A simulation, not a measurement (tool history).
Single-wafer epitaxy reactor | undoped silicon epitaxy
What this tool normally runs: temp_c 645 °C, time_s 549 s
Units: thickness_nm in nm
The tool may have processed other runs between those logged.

| run | hour | temp_c | time_s | wafers since the last listed run | hours since the last pyrometer calibration | hours since the gauge calibration | read-back reference wafer on the same gauge, thickness_nm | thickness_nm |
|---|---|---|---|---|---|---|---|---|
| 1 | 0 | 645 | 549 | 0 | 2863.7 | 74.4 | 102.082 | 76.923 |
| 2 | 15.3 | 645 | 549 | 58 | 2879 | 89.7 | 102.145 | 76.876 |
| 3 | 31.4 | 645 | 549 | 61 | 2895.1 | 105.8 | 102.126 | 76.614 |
| 4 | 44.2 | 648 | 549 | 48 | 2907.9 | 118.6 | 102.012 | 81.768 |
| 5 | 51.4 | 648 | 549 | 27 | 2915.1 | 125.8 | 102.092 | 81.786 |
| 6 | 67.4 | 645 | 464 | 60 | 2931.1 | 141.8 | 102.105 | 64.711 |
|  | 92.7 | pyrometer calibrated |
| 7 | 93.2 | 645 | 608 | 67 | 0.5 | 167.6 | 102.037 | 96.731 |

Forecast run 8:
| 8 | 101.1 | 636 | 652 | 29 | 8.4 | 175.5 | ? | ? |

{"run 8": {"read-back reference wafer on the same gauge, thickness_nm": 102.127, "thickness_nm": 85.396}}
Had the tool carried no hidden state, the very same run would have given thickness_nm 87.203 nm.
